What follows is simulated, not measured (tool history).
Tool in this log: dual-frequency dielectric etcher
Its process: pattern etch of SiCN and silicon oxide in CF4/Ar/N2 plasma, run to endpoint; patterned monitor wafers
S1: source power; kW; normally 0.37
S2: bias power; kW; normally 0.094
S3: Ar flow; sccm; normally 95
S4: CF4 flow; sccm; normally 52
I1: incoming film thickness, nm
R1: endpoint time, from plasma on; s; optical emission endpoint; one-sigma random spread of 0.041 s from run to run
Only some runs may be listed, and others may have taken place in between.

Run 1, hour 0: usual settings; I1 10.94. Result: R1 13.7 s.
At hour 9.4: CF4 flow controller replaced.
At hour 16.8: bias power generator calibrated.
Run 2, hour 17.3: usual settings; I1 10.86. Result: R1 13.6 s.
Run 3, hour 23.4: usual settings; I1 10.97. Result: R1 13.7 s.
Run 4, hour 41.1: usual settings; I1 10.84. Result: R1 13.6 s.
Run 5, hour 58.7: usual settings but S1 0.41 kW; I1 10.87. Result: R1 12.8 s.
Run 6, hour 69.8: usual settings; I1 10.93. Result: R1 13.6 s.
Run 7, hour 77.3: usual settings; I1 10.9. Result: R1 13.7 s.
Run 8, hour 86.1: usual settings but S1 0.31 kW, S3 103 sccm, S4 57 sccm; I1 10.84. Result: R1 14.9 s.
Run 9, hour 97: usual settings but S2 0.08 kW, S3 119 sccm, S4 56 sccm; I1 10.78. Result: R1 14.6 s.
Run 10, hour 108.1: usual settings but S1 0.41 kW, S2 0.075 kW, S3 78 sccm; I1 10.89. Result: R1 13.4 s.
Run 11, hour 115.3: usual settings but S2 0.101 kW; I1 11.02. Result: R1 13.5 s.
Run 12, hour 121.4: usual settings but S1 0.29 kW, S2 0.116 kW, S3 76 sccm, S4 46 sccm; I1 10.9. Result: R1 14.1 s.
Run 13, hour 133.8: usual settings; I1 10.72. Result: R1 13.5 s.
Run 14, hour 149.5: usual settings but S1 0.34 kW, S3 113 sccm; I1 10.88. Result: R1 14.8 s.
Run 15, hour 162.2: usual settings but S3 83 sccm; I1 10.93. Result: R1 13.4 s.
Run 16, hour 170.6: usual settings but S1 0.29 kW; I1 10.96. Result: R1 15.7 s.
Run 17, hour 181.8: usual settings; I1 10.89. Result: R1 13.7 s.
Run 18, hour 194.4: usual settings; I1 10.97. Result: R1 13.9 s.
Run 19, hour 201.4: usual settings but S2 0.085 kW, S3 102 sccm; I1 10.76. Result: R1 14.3 s.
Run 20, hour 216.8: usual settings but S1 0.45 kW, S3 78 sccm, S4 62 sccm; I1 10.81. Result: R1 11.4 s.
Run 21, hour 227.5: usual settings; I1 11.03. Result: R1 13.9 s.
Run 22, hour 242.5: usual settings but S1 0.45 kW; I1 10.91. Result: R1 12.3 s.
Run 23, hour 258.1: usual settings but S1 0.33 kW, S3 118 sccm, S4 44 sccm; I1 10.77. Result: R1 15.5 s.
Run 24, hour 274.3: usual settings but S1 0.45 kW, S3 78 sccm, S4 62 sccm; I1 10.95. Result: R1 11.6 s.

What if the next run were any one of these 5? Each begins from the tool's condition after run 24:
Run A, hour 274.7: usual settings; I1 10.87. Result: R1 ?.
Run B, hour 274.7: usual settings but S1 0.34 kW, S2 0.108 kW, S4 45 sccm; I1 10.87. Result: R1 ?.
Run C, hour 274.7: usual settings but S1 0.31 kW, S2 0.103 kW, S3 80 sccm, S4 56 sccm; I1 10.87. Result: R1 ?.
Run D, hour 274.7: usual settings but S1 0.44 kW; I1 10.87. Result: R1 ?.
Run E, hour 274.7: usual settings but S1 0.28 kW, S2 0.107 kW, S3 118 sccm, S4 56 sccm; I1 10.87. Result: R1 ?.

run    R1
  A  13.8
  B  14.1
  C    14
  D  12.5
  E  15.5
Stripped of hidden state, with their random variation kept, the same runs would have yielded:
run    R1
  A  13.6
  B  13.9
  C  13.8
  D  12.3
  E  15.3

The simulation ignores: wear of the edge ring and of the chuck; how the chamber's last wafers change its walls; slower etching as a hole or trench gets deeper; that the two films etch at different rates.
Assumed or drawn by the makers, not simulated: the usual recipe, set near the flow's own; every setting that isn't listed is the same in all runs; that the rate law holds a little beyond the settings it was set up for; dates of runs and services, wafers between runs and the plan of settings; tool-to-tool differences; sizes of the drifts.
